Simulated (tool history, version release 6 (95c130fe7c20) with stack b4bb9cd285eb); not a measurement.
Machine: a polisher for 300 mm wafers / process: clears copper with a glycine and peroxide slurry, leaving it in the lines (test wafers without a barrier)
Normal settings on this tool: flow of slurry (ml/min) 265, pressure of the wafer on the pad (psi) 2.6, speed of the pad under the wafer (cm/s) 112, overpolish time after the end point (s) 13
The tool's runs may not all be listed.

run	hour	flow of slurry (ml/min)	pressure of the wafer on the pad (psi)	speed of the pad under the wafer (cm/s)	overpolish time after the end point (s)	incoming thickness of the incoming film, nm	time until the end point was called (s)	dishing of a wide line in a test structure (angstrom)
1	0	300	2.6	112	18	639.3	99.2	686
2	57.9	300	2.6	112	18	631.9	100	695
3	126.9	300	2.6	112	18	632.7	99.3	670
4	176.8	215	2.6	112	13	621.7	103.2	530
5	218.8	265	2.6	112	16	635	104.2	617
# hour 290.1: head pressure recalibrated
6	290.8	265	2.6	112	16	639.1	103.5	605
7	323.5	265	2.6	112	16	622.7	100.2	621
# hour 328.5: worn pad replaced by a new one
8	381.6	265	2.6	112	13	630.6	100.7	541
9	436.4	265	2.6	112	13	633.9	103	546
10	483.7	265	2.6	112	13	640.2	103.7	528
# hour 485.6: slurry nozzle cleaned
11	529.6	265	2.6	112	13	629.1	100.1	529
12	560.2	310	2.6	112	13	645.2	99.5	550
13	585.8	265	2.6	112	13	640.1	103.7	546
# hour 611.6: head pressure recalibrated
14	612.1	265	2.6	112	13	634.7	100.7	551
15	643.7	265	2.6	112	13	625.9	99.2	527
# hour 687.2: worn pad replaced by a new one
16	703.2	265	2.6	112	13	632.7	102.4	545
17	767.4	265	2.6	112	13	626.3	100.9	549
18	797	265	2.6	112	13	626.2	100	542
19	851	265	2.1	112	19	640.5	121.3	610
20	919.7	265	2.1	112	19	632.5	119.4	622
# hour 967.2: head pressure recalibrated
21	990.5	175	2.6	148	8	625.6	86.5	395
# hour 1021.9: worn pad replaced by a new one
22	1029.1	265	2.6	112	13	643.3	106.5	519
# hour 1057.7: slurry nozzle cleaned
23	1071.5	265	2.8	112	13	627	93.6	554
24	1134.6	225	3.2	112	6	627.4	86.6	320
25	1194.8	265	2.6	112	16	640.3	102.6	643
26	1240.5	335	3.4	74	13	639.4	113.1	506
27	1285.2	265	2.6	100	13	639.6	112.3	483
28	1332.2	265	2.6	112	10	632.7	100.5	443
# hour 1336.4: head pressure recalibrated
# hour 1349: worn pad replaced by a new one
29	1370.2	265	1.9	112	13	635.9	131.4	440
30	1411.1	265	2.9	112	13	634.6	93	583
31	1474.4	265	1.9	112	16	639.8	134.1	499
32	1542.8	265	2.1	112	5	623.4	119.9	201
33	1573.5	265	2.6	86	13	630	128.6	438

Had the tool no unlogged condition, and each run kept its random variation, what would the results have been?
Hidden conditions of the tool in this case: removal rate lost through wear of the pad, %; slurry flow missing at the pad, %; deviation of the head's pressure from its setpoint, %.
run	time until the end point was called (s)	dishing of a wide line in a test structure (angstrom)
1	97.5	695
2	97.7	707
3	96.6	684
4	98.8	549
5	100.4	635
6	99.3	625
7	96	641
8	96.3	561
9	98.4	567
10	98.9	548
11	99.5	532
12	98.6	554
13	102.3	552
14	99	558
15	97.3	535
16	99.9	556
17	97.9	563
18	96.9	556
19	117.1	627
20	115	640
21	81.3	417
22	102.2	537
23	93.1	556
24	85.2	325
25	100.4	654
26	110.8	515
27	108.9	495
28	97.2	456
29	126.7	453
30	89.4	601
31	128.5	516
32	114.6	210
33	122.8	456
